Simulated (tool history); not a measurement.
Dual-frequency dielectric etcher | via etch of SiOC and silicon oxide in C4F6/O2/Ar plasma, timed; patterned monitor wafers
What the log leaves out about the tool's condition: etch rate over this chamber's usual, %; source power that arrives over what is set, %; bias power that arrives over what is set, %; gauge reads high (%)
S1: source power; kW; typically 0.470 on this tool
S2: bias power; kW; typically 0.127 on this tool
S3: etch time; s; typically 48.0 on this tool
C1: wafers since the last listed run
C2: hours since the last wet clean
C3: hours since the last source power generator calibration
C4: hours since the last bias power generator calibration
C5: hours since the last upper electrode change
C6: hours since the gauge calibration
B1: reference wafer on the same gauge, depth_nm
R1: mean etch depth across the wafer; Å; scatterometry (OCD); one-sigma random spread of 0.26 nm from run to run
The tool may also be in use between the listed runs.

| run | hour | S1 | S2 | S3 | C1 | C2 | C3 | C4 | C5 | C6 | B1 | R1 |
|---|---|---|---|---|---|---|---|---|---|---|---|---|
| 1 | 0.0 | 0.520 | 0.145 | 48.0 | 0 | 363.8 | 4018.5 | 3981.6 | 2797.1 | 215.8 | 55.9 | 539 |
|  | 4.9 | gauge calibrated |
| 2 | 6.5 | 0.520 | 0.145 | 48.0 | 55 | 370.3 | 4025.0 | 3988.1 | 2803.6 | 1.6 | 56.1 | 541 |
| 3 | 21.8 | 0.470 | 0.127 | 48.0 | 131 | 385.6 | 4040.3 | 4003.4 | 2818.9 | 16.9 | 56.0 | 502 |
| 4 | 73.1 | 0.470 | 0.127 | 48.0 | 441 | 436.9 | 4091.6 | 4054.7 | 2870.2 | 68.2 | 56.0 | 501 |
| 5 | 93.9 | 0.470 | 0.127 | 48.0 | 179 | 457.7 | 4112.4 | 4075.5 | 2891.0 | 89.0 | 55.9 | 504 |
| 6 | 104.1 | 0.470 | 0.127 | 59.5 | 87 | 467.9 | 4122.6 | 4085.7 | 2901.2 | 99.2 | 56.0 | 620 |
| 7 | 113.1 | 0.470 | 0.127 | 59.5 | 77 | 476.9 | 4131.6 | 4094.7 | 2910.2 | 108.2 | 56.0 | 617 |
| 8 | 120.5 | 0.470 | 0.127 | 59.5 | 63 | 484.3 | 4139.0 | 4102.1 | 2917.6 | 115.6 | 55.9 | 620 |
| 9 | 136.2 | 0.470 | 0.127 | 48.0 | 135 | 500.0 | 4154.7 | 4117.8 | 2933.3 | 131.3 | 55.9 | 508 |
| 10 | 143.5 | 0.470 | 0.127 | 48.0 | 62 | 507.3 | 4162.0 | 4125.1 | 2940.6 | 138.6 | 55.9 | 499 |
| 11 | 155.3 | 0.470 | 0.127 | 48.0 | 101 | 519.1 | 4173.8 | 4136.9 | 2952.4 | 150.4 | 56.1 | 505 |
| 12 | 161.4 | 0.470 | 0.138 | 48.0 | 52 | 525.2 | 4179.9 | 4143.0 | 2958.5 | 156.5 | 55.9 | 514 |
| 13 | 168.8 | 0.400 | 0.127 | 48.0 | 63 | 532.6 | 4187.3 | 4150.4 | 2965.9 | 163.9 | 56.0 | 469 |
|  | 197.5 | wet clean of the chamber |
|  | 201.6 | gauge calibrated |
|  | 203.4 | upper electrode replaced |
|  | 206.6 | source power generator calibrated |
| 14 | 207.1 | 0.470 | 0.127 | 48.0 | 45 | 9.6 | 0.5 | 4188.7 | 3.7 | 5.5 | 55.9 | 505 |
| 15 | 207.4 | 0.580 | 0.151 | 48.0 | 2 | 9.9 | 0.8 | 4189.0 | 4.0 | 5.8 | 55.8 | 563 |
| 16 | 207.7 | 0.470 | 0.139 | 48.0 | 2 | 10.2 | 1.1 | 4189.3 | 4.3 | 6.1 | 55.9 | 508 |
| 17 | 215.6 | 0.420 | 0.101 | 60.5 | 68 | 18.1 | 9.0 | 4197.2 | 12.2 | 14.0 | 55.8 | 580 |
| 18 | 222.3 | 0.470 | 0.127 | 48.0 | 57 | 24.8 | 15.7 | 4203.9 | 18.9 | 20.7 | 55.9 | 505 |
|  | 234.0 | bias power generator calibrated |
| 19 | 234.5 | 0.540 | 0.103 | 36.0 | 70 | 37.0 | 27.9 | 0.5 | 31.1 | 32.9 | 55.9 | 382 |
| 20 | 241.1 | 0.470 | 0.127 | 48.0 | 56 | 43.6 | 34.5 | 7.1 | 37.7 | 39.5 | 55.8 | 499 |
| 21 | 251.8 | 0.410 | 0.138 | 41.0 | 92 | 54.3 | 45.2 | 17.8 | 48.4 | 50.2 | 56.0 | 415 |
| 22 | 268.3 | 0.470 | 0.127 | 48.0 | 142 | 70.8 | 61.7 | 34.3 | 64.9 | 66.7 | 55.9 | 503 |
| 23 | 279.2 | 0.470 | 0.097 | 37.0 | 93 | 81.7 | 72.6 | 45.2 | 75.8 | 77.6 | 56.0 | 369 |
| 24 | 286.6 | 0.500 | 0.116 | 40.5 | 63 | 89.1 | 80.0 | 52.6 | 83.2 | 85.0 | 55.9 | 432 |
| 25 | 294.8 | 0.520 | 0.127 | 48.0 | 70 | 97.3 | 88.2 | 60.8 | 91.4 | 93.2 | 55.9 | 524 |
| 26 | 308.3 | 0.540 | 0.148 | 42.5 | 116 | 110.8 | 101.7 | 74.3 | 104.9 | 106.7 | 55.9 | 482 |
| 27 | 325.4 | 0.560 | 0.112 | 52.5 | 147 | 127.9 | 118.8 | 91.4 | 122.0 | 123.8 | 55.9 | 574 |

Consider 5 possible next runs. They are alternatives, not a sequence: every one starts from the tool as it was left by run 27. What does each give?
| A | 325.8 | 0.510 | 0.127 | 48.0 | 3 | 128.3 | 119.2 | 91.8 | 122.4 | 124.2 | ? | ? |
| B | 325.8 | 0.470 | 0.149 | 48.0 | 3 | 128.3 | 119.2 | 91.8 | 122.4 | 124.2 | ? | ? |
| C | 325.8 | 0.560 | 0.099 | 57.5 | 3 | 128.3 | 119.2 | 91.8 | 122.4 | 124.2 | ? | ? |
| D | 325.8 | 0.590 | 0.127 | 57.0 | 3 | 128.3 | 119.2 | 91.8 | 122.4 | 124.2 | ? | ? |
| E | 325.8 | 0.470 | 0.127 | 56.5 | 3 | 128.3 | 119.2 | 91.8 | 122.4 | 124.2 | ? | ? |

| run | B1 | R1 |
|---|---|---|
| A | 56.0 | 526 |
| B | 56.0 | 524 |
| C | 56.0 | 627 |
| D | 56.0 | 662 |
| E | 56.0 | 599 |
With no hidden state in the tool, these same runs would have given:
| run | R1 |
|---|---|
| A | 526 |
| B | 524 |
| C | 627 |
| D | 662 |
| E | 599 |

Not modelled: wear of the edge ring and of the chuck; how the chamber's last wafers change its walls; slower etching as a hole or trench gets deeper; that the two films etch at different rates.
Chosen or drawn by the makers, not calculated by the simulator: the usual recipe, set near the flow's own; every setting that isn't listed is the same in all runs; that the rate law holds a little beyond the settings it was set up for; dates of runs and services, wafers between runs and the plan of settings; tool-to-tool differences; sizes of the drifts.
